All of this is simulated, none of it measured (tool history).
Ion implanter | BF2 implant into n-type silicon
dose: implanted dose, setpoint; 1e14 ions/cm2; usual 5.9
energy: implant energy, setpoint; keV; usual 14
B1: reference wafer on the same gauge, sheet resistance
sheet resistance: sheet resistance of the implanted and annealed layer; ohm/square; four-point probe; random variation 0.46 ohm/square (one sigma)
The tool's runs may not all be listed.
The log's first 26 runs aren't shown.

{"run": 27, "hour": 575.7, "dose": 4.43, "energy": 16, "B1": 346.06, "sheet resistance": 337.66}
{"run": 28, "hour": 608.5, "dose": 6.37, "energy": 10, "B1": 345.9, "sheet resistance": 341.63}
{"run": 29, "hour": 629.2, "dose": 7.5, "energy": 14, "B1": 345.85, "sheet resistance": 281.5}
{"run": 30, "hour": 663.0, "dose": 4.93, "energy": 10, "B1": 346.11, "sheet resistance": 374.57}
{"run": 31, "hour": 690.3, "dose": 7.27, "energy": 18.5, "B1": 346.03, "sheet resistance": 251.72}
{"run": 32, "hour": 712.8, "dose": 7.15, "energy": 14, "B1": 345.95, "sheet resistance": 286.35}
{"run": 33, "hour": 730.7, "dose": 5.9, "energy": 14, "B1": 345.97, "sheet resistance": 305.96}
{"run": 34, "hour": 749.6, "dose": 7.1, "energy": 10, "B1": 346.08, "sheet resistance": 331.11}
{"run": 35, "hour": 765.3, "dose": 6.51, "energy": 16.5, "B1": 346.04, "sheet resistance": 275.25}
{"run": 36, "hour": 797.1, "dose": 5.38, "energy": 9.5, "B1": 346.25, "sheet resistance": 369.51}
{"run": 37, "hour": 824.1, "dose": 4.62, "energy": 14, "B1": 345.87, "sheet resistance": 343.29}
{"run": 38, "hour": 859.1, "dose": 5.9, "energy": 14, "B1": 345.83, "sheet resistance": 306.58}

Forecast each of these 3 alternatives for the next run:
{"run": "A", "hour": 859.5, "dose": 4.68, "energy": 14, "B1": "?", "sheet resistance": "?"}
{"run": "B", "hour": 859.5, "dose": 7.01, "energy": 16, "B1": "?", "sheet resistance": "?"}
{"run": "C", "hour": 859.5, "dose": 6.41, "energy": 14, "B1": "?", "sheet resistance": "?"}

run=A B1=346.14 sheet_resistance=341.95
run=B B1=346.14 sheet_resistance=272.28
run=C B1=346.14 sheet_resistance=297.2
Without the tool's hidden state the same runs would have given:
run=A sheet_resistance=339.98
run=B sheet_resistance=271.3
run=C sheet_resistance=296.06
